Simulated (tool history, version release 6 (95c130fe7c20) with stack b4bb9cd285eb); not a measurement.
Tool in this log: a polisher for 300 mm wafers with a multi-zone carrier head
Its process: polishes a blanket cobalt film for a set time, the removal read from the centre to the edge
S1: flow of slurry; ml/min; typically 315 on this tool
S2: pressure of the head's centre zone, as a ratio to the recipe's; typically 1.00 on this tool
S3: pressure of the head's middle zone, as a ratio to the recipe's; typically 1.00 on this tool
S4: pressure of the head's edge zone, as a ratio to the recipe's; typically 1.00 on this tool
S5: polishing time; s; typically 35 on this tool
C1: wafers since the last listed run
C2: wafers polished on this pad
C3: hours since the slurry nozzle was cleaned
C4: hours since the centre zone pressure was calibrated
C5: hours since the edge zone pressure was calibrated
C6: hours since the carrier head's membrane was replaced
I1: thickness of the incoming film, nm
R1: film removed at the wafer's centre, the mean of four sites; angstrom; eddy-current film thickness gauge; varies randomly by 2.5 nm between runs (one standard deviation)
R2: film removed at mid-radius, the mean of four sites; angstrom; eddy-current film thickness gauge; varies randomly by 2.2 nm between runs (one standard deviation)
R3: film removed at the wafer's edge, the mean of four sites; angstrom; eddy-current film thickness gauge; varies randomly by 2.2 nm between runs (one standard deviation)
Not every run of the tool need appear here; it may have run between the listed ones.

run 1 hour=0.0 | S1=315 S2=1.00 S3=1.00 S4=1.00 S5=35 | C1=0 C2=828 C3=55.2 C4=171.4 C5=468.7 C6=602.2 | I1=1587.2 | R1=2378 R2=2366 R3=2495
run 2 hour=28.5 | S1=315 S2=1.00 S3=1.00 S4=1.00 S5=35 | C1=378 C2=1207 C3=83.7 C4=199.9 C5=497.2 C6=630.7 | I1=1580.8 | R1=2353 R2=2280 R3=2453
run 3 hour=52.8 | S1=315 S2=1.00 S3=1.00 S4=1.00 S5=35 | C1=322 C2=1530 C3=108.0 C4=224.2 C5=521.5 C6=655.0 | I1=1557.2 | R1=2310 R2=2314 R3=2438
run 4 hour=81.4 | S1=315 S2=1.00 S3=1.00 S4=1.00 S5=35 | C1=380 C2=1910 C3=136.6 C4=252.8 C5=550.1 C6=683.6 | I1=1597.3 | R1=2292 R2=2250 R3=2364
run 5 hour=121.0 | S1=315 S2=1.00 S3=1.00 S4=1.00 S5=35 | C1=526 C2=2436 C3=176.2 C4=292.4 C5=589.7 C6=723.2 | I1=1582.2 | R1=2273 R2=2196 R3=2312
-- hour=139.4 worn pad replaced by a new one
-- hour=148.0 slurry nozzle cleaned
run 6 hour=188.1 | S1=315 S2=1.00 S3=1.00 S4=1.00 S5=35 | C1=825 C2=633 C3=40.1 C4=359.5 C5=656.8 C6=790.3 | I1=1572.0 | R1=2394 R2=2355 R3=2504
run 7 hour=219.9 | S1=315 S2=1.00 S3=1.00 S4=1.00 S5=35 | C1=422 C2=1056 C3=71.9 C4=391.3 C5=688.6 C6=822.1 | I1=1590.1 | R1=2344 R2=2336 R3=2469
-- hour=308.7 worn pad replaced by a new one
run 8 hour=356.8 | S1=315 S2=1.00 S3=1.00 S4=1.00 S5=35 | C1=1765 C2=639 C3=208.8 C4=528.2 C5=825.5 C6=959.0 | I1=1579.7 | R1=2366 R2=2381 R3=2539
-- hour=373.9 slurry nozzle cleaned
run 9 hour=418.8 | S1=350 S2=1.00 S3=1.00 S4=1.00 S5=35 | C1=810 C2=1449 C3=44.9 C4=590.2 C5=887.5 C6=1021.0 | I1=1592.5 | R1=2368 R2=2300 R3=2426
run 10 hour=444.5 | S1=315 S2=1.00 S3=0.93 S4=1.00 S5=35 | C1=341 C2=1791 C3=70.6 C4=615.9 C5=913.2 C6=1046.7 | I1=1599.8 | R1=2270 R2=2171 R3=2381
-- hour=474.7 edge zone pressure recalibrated
-- hour=480.0 worn pad replaced by a new one
run 11 hour=495.7 | S1=315 S2=1.00 S3=1.08 S4=1.04 S5=23 | C1=600 C2=208 C3=121.8 C4=667.1 C5=21.0 C6=1097.9 | I1=1583.7 | R1=1613 R2=1674 R3=1715
run 12 hour=549.2 | S1=205 S2=1.00 S3=1.00 S4=1.00 S5=40 | C1=710 C2=919 C3=175.3 C4=720.6 C5=74.5 C6=1151.4 | I1=1601.9 | R1=2583 R2=2536 R3=2735
-- hour=588.4 slurry nozzle cleaned
run 13 hour=608.7 | S1=315 S2=1.10 S3=1.00 S4=1.10 S5=28 | C1=777 C2=1696 C3=20.3 C4=780.1 C5=134.0 C6=1210.9 | I1=1585.6 | R1=2013 R2=1800 R3=1992
-- hour=669.4 centre zone pressure recalibrated
run 14 hour=677.2 | S1=315 S2=1.00 S3=1.00 S4=1.00 S5=35 | C1=883 C2=2580 C3=88.8 C4=7.8 C5=202.5 C6=1279.4 | I1=1599.1 | R1=2216 R2=2182 R3=2313
-- hour=689.2 worn pad replaced by a new one
-- hour=747.0 carrier head's membrane replaced by a new one
run 15 hour=747.5 | S1=315 S2=1.10 S3=0.95 S4=1.00 S5=35 | C1=814 C2=708 C3=159.1 C4=78.1 C5=272.8 C6=0.5 | I1=1590.2 | R1=2568 R2=2269 R3=2535
run 16 hour=806.2 | S1=315 S2=1.00 S3=1.00 S4=1.00 S5=35 | C1=779 C2=1488 C3=217.8 C4=136.8 C5=331.5 C6=59.2 | I1=1597.4 | R1=2297 R2=2324 R3=2454
-- hour=824.2 slurry nozzle cleaned
run 17 hour=874.7 | S1=315 S2=1.00 S3=1.04 S4=1.05 S5=35 | C1=896 C2=2384 C3=50.5 C4=205.3 C5=400.0 C6=127.7 | I1=1573.9 | R1=2210 R2=2280 R3=2353
-- hour=882.4 worn pad replaced by a new one
run 18 hour=911.3 | S1=275 S2=1.00 S3=0.96 S4=0.90 S5=35 | C1=433 C2=383 C3=87.1 C4=241.9 C5=436.6 C6=164.3 | I1=1579.0 | R1=2317 R2=2302 R3=2384
run 19 hour=964.6 | S1=315 S2=1.00 S3=1.00 S4=1.05 S5=26 | C1=708 C2=1092 C3=140.4 C4=295.2 C5=489.9 C6=217.6 | I1=1601.3 | R1=1742 R2=1692 R3=1867

Each row is a separate what-if for the run after 19, all from the same tool condition, not one after another. Results?
run A hour=965.0 | S1=315 S2=1.00 S3=1.00 S4=0.92 S5=35 | C1=5 C2=1097 C3=140.8 C4=295.6 C5=490.3 C6=218.0 | I1=1568.6 | R1=? R2=? R3=?
run B hour=965.0 | S1=315 S2=1.00 S3=1.05 S4=0.90 S5=41 | C1=5 C2=1097 C3=140.8 C4=295.6 C5=490.3 C6=218.0 | I1=1568.6 | R1=? R2=? R3=?
run C hour=965.0 | S1=375 S2=1.00 S3=1.00 S4=0.90 S5=35 | C1=5 C2=1097 C3=140.8 C4=295.6 C5=490.3 C6=218.0 | I1=1568.6 | R1=? R2=? R3=?
run D hour=965.0 | S1=420 S2=0.88 S3=1.04 S4=1.00 S5=46 | C1=5 C2=1097 C3=140.8 C4=295.6 C5=490.3 C6=218.0 | I1=1568.6 | R1=? R2=? R3=?

run=A R1=2332 R2=2306 R3=2346
run=B R1=2733 R2=2791 R3=2720
run=C R1=2371 R2=2341 R3=2349
run=D R1=2841 R2=3185 R3=3265
Had the tool no hidden state, the same runs would have come out as:
run=A R1=2475 R2=2447 R3=2490
run=B R1=2900 R2=2961 R3=2886
run=C R1=2516 R2=2484 R3=2493
run=D R1=3015 R2=3380 R3=3464
